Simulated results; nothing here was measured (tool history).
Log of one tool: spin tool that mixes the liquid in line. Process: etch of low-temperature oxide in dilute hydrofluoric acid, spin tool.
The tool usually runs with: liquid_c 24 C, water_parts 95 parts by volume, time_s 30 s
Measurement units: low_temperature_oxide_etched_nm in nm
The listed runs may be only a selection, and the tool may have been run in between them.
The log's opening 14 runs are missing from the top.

run	hour	liquid_c	water_parts	time_s	wafers since the last listed run	hours since the thermometer was replaced	hours since the hydrofluoric acid flow meter was replaced	hours since the gauge calibration	read-back film thickness of the low-temperature oxide reference wafer, read on the same gauge (nm)	low_temperature_oxide_etched_nm
15	1154.1	24	130	30	1011	615.3	954.9	4428	129.98	5.13
16	1378.5	28.5	140	15	4196	839.7	1179.3	4652.4	130.02	2.81
17	1450.9	20	120	30	1353	912.1	1251.7	4724.8	130.02	4.81
18	1491.1	24	95	30	751	952.3	1291.9	4765	130.01	7.38
19	1551.1	20.5	120	25	1121	1012.3	1351.9	4825	129.97	4.1
20	1630.8	22	95	45	1490	1092	1431.6	4904.7	129.99	10.22
# hour 1649.4: gauge calibrated
21	1695.5	24	95	30	1209	1156.7	1496.3	46.1	130	7.44
22	1766.1	20.5	95	30	1320	1227.3	1566.9	116.7	129.98	6.43
23	1854.6	19.5	120	30	1654	1315.8	1655.4	205.2	129.99	4.77
24	1931.2	24	70	35	1432	1392.4	1732	281.8	129.99	12.12
25	2019.9	27.5	45	25	1658	1481.1	1820.7	370.5	130.02	16.06
26	2081.1	24	95	30	1144	1542.3	1881.9	431.7	129.99	7.43
# hour 2091.6: hydrofluoric acid flow meter replaced
27	2131.7	24	95	25	927	1592.9	40.1	482.3	130	6.03
28	2180.2	19.5	95	15	906	1641.4	88.6	530.8	130	2.99
29	2248	19.5	130	45	1267	1709.2	156.4	598.6	130.01	6.33
30	2337.1	24	80	30	1666	1798.3	245.5	687.7	130	8.71
31	2380.3	24	120	30	807	1841.5	288.7	730.9	130.01	5.5
32	2454.7	19.5	140	30	1391	1915.9	363.1	805.3	129.98	3.9
33	2556.8	19.5	110	40	1909	2018	465.2	907.4	130	6.78

Here are 3 independent what-if runs from the current tool condition. What would each one return?
A	2557.2	19.5	95	30	7	2018.4	465.6	907.8	?	?
B	2557.2	26.5	115	20	7	2018.4	465.6	907.8	?	?
C	2557.2	21	95	15	7	2018.4	465.6	907.8	?	?

run	read-back film thickness of the low-temperature oxide reference wafer, read on the same gauge (nm)	low_temperature_oxide_etched_nm
A	130	6
B	130	4.26
C	130	3.19
The same runs, with their run-to-run variation unchanged, on a tool lacking any hidden condition would have given:
run	low_temperature_oxide_etched_nm
A	5.93
B	4.22
C	3.15
